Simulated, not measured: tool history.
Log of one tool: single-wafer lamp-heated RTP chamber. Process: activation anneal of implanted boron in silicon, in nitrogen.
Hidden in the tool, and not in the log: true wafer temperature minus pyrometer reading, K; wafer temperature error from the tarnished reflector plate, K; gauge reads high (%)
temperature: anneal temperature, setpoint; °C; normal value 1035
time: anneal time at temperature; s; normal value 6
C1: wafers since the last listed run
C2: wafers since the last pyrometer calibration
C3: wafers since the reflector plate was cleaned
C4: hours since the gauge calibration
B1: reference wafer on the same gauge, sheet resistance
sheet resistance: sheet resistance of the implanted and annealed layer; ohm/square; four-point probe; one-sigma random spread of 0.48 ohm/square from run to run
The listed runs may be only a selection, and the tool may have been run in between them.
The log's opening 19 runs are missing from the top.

-- hour=882.7 reflector plate cleaned
-- hour=890.0 pyrometer window cleaned and pyrometer calibrated
run 20 hour=925.9 | temperature=1054 time=8 | C1=957 C2=782 C3=782 C4=388.7 | B1=274.87 | sheet_resistance=318.47
run 21 hour=951.7 | temperature=1035 time=4 | C1=562 C2=1344 C3=1344 C4=414.5 | B1=274.99 | sheet_resistance=321.06
run 22 hour=1000.6 | temperature=1035 time=6 | C1=1065 C2=2410 C3=2410 C4=463.4 | B1=275.08 | sheet_resistance=320.41
run 23 hour=1051.3 | temperature=1035 time=3 | C1=1105 C2=3515 C3=3515 C4=514.1 | B1=275.13 | sheet_resistance=320.60
run 24 hour=1113.6 | temperature=1026 time=6 | C1=1357 C2=4873 C3=4873 C4=576.4 | B1=275.32 | sheet_resistance=321.46
run 25 hour=1158.6 | temperature=1008 time=5 | C1=980 C2=5854 C3=5854 C4=621.4 | B1=275.33 | sheet_resistance=325.71
-- hour=1206.8 pyrometer window cleaned and pyrometer calibrated
run 26 hour=1220.8 | temperature=1035 time=6 | C1=1181 C2=305 C3=7035 C4=683.6 | B1=275.60 | sheet_resistance=319.79
-- hour=1269.7 reflector plate cleaned
run 27 hour=1289.9 | temperature=1035 time=6 | C1=1331 C2=1637 C3=440 C4=752.7 | B1=275.69 | sheet_resistance=320.92
run 28 hour=1319.5 | temperature=1049 time=6 | C1=645 C2=2282 C3=1086 C4=782.3 | B1=275.74 | sheet_resistance=319.05
run 29 hour=1365.8 | temperature=1051 time=4 | C1=1009 C2=3291 C3=2095 C4=828.6 | B1=275.74 | sheet_resistance=320.55
run 30 hour=1420.8 | temperature=1055 time=4 | C1=1198 C2=4490 C3=3293 C4=883.6 | B1=275.92 | sheet_resistance=320.11
run 31 hour=1452.1 | temperature=1009 time=8 | C1=682 C2=5172 C3=3976 C4=914.9 | B1=275.98 | sheet_resistance=325.09
-- hour=1516.2 pyrometer window cleaned and pyrometer calibrated
run 32 hour=1516.7 | temperature=1062 time=4 | C1=1233 C2=11 C3=5209 C4=979.5 | B1=275.96 | sheet_resistance=320.91
run 33 hour=1541.3 | temperature=1050 time=6 | C1=536 C2=547 C3=5745 C4=1004.1 | B1=276.07 | sheet_resistance=320.87
run 34 hour=1600.9 | temperature=1055 time=9 | C1=1299 C2=1846 C3=7045 C4=1063.7 | B1=276.20 | sheet_resistance=320.82
run 35 hour=1664.7 | temperature=1007 time=4 | C1=1390 C2=3236 C3=8435 C4=1127.5 | B1=276.39 | sheet_resistance=328.42
-- hour=1679.3 reflector plate cleaned
run 36 hour=1705.2 | temperature=1035 time=7 | C1=708 C2=3945 C3=564 C4=1168.0 | B1=276.47 | sheet_resistance=321.11
run 37 hour=1740.2 | temperature=1017 time=4 | C1=762 C2=4708 C3=1327 C4=1203.0 | B1=276.40 | sheet_resistance=325.10

What if the next run were any one of these 3? Each begins from the tool's condition after run 37:
run A hour=1740.6 | temperature=1035 time=6 | C1=8 C2=4716 C3=1336 C4=1203.4 | B1=? | sheet_resistance=?
run B hour=1740.6 | temperature=1059 time=8 | C1=8 C2=4716 C3=1336 C4=1203.4 | B1=? | sheet_resistance=?
run C hour=1740.6 | temperature=1011 time=9 | C1=8 C2=4716 C3=1336 C4=1203.4 | B1=? | sheet_resistance=?

run=A B1=276.49 sheet_resistance=321.78
run=B B1=276.49 sheet_resistance=320.42
run=C B1=276.49 sheet_resistance=324.74
With no hidden state in the tool, these same runs would have given:
run=A sheet_resistance=318.93
run=B sheet_resistance=317.58
run=C sheet_resistance=321.86
